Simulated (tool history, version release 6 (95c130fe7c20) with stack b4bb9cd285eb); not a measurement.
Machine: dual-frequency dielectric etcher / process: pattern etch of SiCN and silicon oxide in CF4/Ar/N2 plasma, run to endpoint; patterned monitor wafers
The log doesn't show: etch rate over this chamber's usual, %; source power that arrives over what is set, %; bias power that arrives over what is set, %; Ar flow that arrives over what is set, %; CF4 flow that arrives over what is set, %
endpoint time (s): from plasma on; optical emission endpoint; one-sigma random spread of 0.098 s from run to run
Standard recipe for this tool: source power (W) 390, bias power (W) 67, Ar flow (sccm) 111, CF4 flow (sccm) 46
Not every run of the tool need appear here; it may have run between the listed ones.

run,hour,source power (W),bias power (W),Ar flow (sccm),CF4 flow (sccm),wafers since the last listed run,hours since the last wet clean,hours since the last source power generator calibration,hours since the last bias power generator calibration,hours since the last Ar flow controller change,hours since the last CF4 flow controller change,hours since the last upper electrode change,"incoming incoming film thickness, nm",endpoint time (s)
1,0.0,390,67,111,46,0,436.9,3388.1,2536.5,1039.7,2925.2,1439.6,12.21,17.0
# hour 6.4: wet clean of the chamber
2,55.4,390,67,111,46,457,49.0,3443.5,2591.9,1095.1,2980.6,1495.0,12.29,16.1
3,111.9,390,67,111,46,527,105.5,3500.0,2648.4,1151.6,3037.1,1551.5,12.14,15.9
4,166.6,390,67,111,46,510,160.2,3554.7,2703.1,1206.3,3091.8,1606.2,12.25,16.2
5,230.7,390,67,111,46,597,224.3,3618.8,2767.2,1270.4,3155.9,1670.3,12.25,16.5
6,299.2,390,67,111,46,638,292.8,3687.3,2835.7,1338.9,3224.4,1738.8,12.23,16.4
# hour 364.3: wet clean of the chamber
7,364.8,390,67,111,46,388,0.5,3752.9,2901.3,1404.5,3290.0,1804.4,12.23,15.8
8,429.6,390,67,111,46,604,65.3,3817.7,2966.1,1469.3,3354.8,1869.2,12.26,16.1
9,454.1,390,67,111,46,228,89.8,3842.2,2990.6,1493.8,3379.3,1893.7,12.17,15.9
# hour 495.8: upper electrode replaced
10,496.3,390,67,111,46,169,132.0,3884.4,3032.8,1536.0,3421.5,0.5,12.21,16.1
# hour 504.7: Ar flow controller replaced
# hour 523.0: bias power generator calibrated
11,523.5,390,67,111,46,160,159.2,3911.6,0.5,18.8,3448.7,27.7,12.20,16.3
12,584.5,390,67,88,40,568,220.2,3972.6,61.5,79.8,3509.7,88.7,12.15,15.7
13,615.5,390,67,98,46,289,251.2,4003.6,92.5,110.8,3540.7,119.7,12.26,16.0
14,644.6,330,82,125,46,271,280.3,4032.7,121.6,139.9,3569.8,148.8,12.23,17.0
15,674.2,390,67,129,46,276,309.9,4062.3,151.2,169.5,3599.4,178.4,12.17,16.9
# hour 696.9: CF4 flow controller replaced
16,725.5,390,75,138,46,422,361.2,4113.6,202.5,220.8,28.6,229.7,12.11,16.3
# hour 749.2: source power generator calibrated
# hour 751.7: wet clean of the chamber
17,753.6,390,75,138,46,201,1.9,4.4,230.6,248.9,56.7,257.8,12.31,15.8
18,817.8,360,61,111,46,598,66.1,68.6,294.8,313.1,120.9,322.0,12.12,17.9
19,877.9,470,67,111,43,560,126.2,128.7,354.9,373.2,181.0,382.1,12.13,14.4
20,919.6,390,67,83,46,388,167.9,170.4,396.6,414.9,222.7,423.8,12.20,15.3
21,945.3,390,67,111,46,239,193.6,196.1,422.3,440.6,248.4,449.5,12.10,16.3
22,973.9,340,67,102,42,266,222.2,224.7,450.9,469.2,277.0,478.1,12.19,17.9
23,1005.7,390,59,111,56,296,254.0,256.5,482.7,501.0,308.8,509.9,12.29,17.1

4 ways to go on from here, each from the tool as it stands after run 23. What would each give?
A,1006.1,360,67,111,46,3,254.4,256.9,483.1,501.4,309.2,510.3,12.09,?
B,1006.1,300,74,111,46,3,254.4,256.9,483.1,501.4,309.2,510.3,12.09,?
C,1006.1,430,79,111,40,3,254.4,256.9,483.1,501.4,309.2,510.3,12.09,?
D,1006.1,350,67,111,46,3,254.4,256.9,483.1,501.4,309.2,510.3,12.09,?

run,endpoint time (s)
A,17.1
B,18.3
C,14.3
D,17.4
Take away the tool's hidden state, keep each run's random variation, and the runs would have read:
run,endpoint time (s)
A,16.5
B,17.6
C,13.9
D,16.8
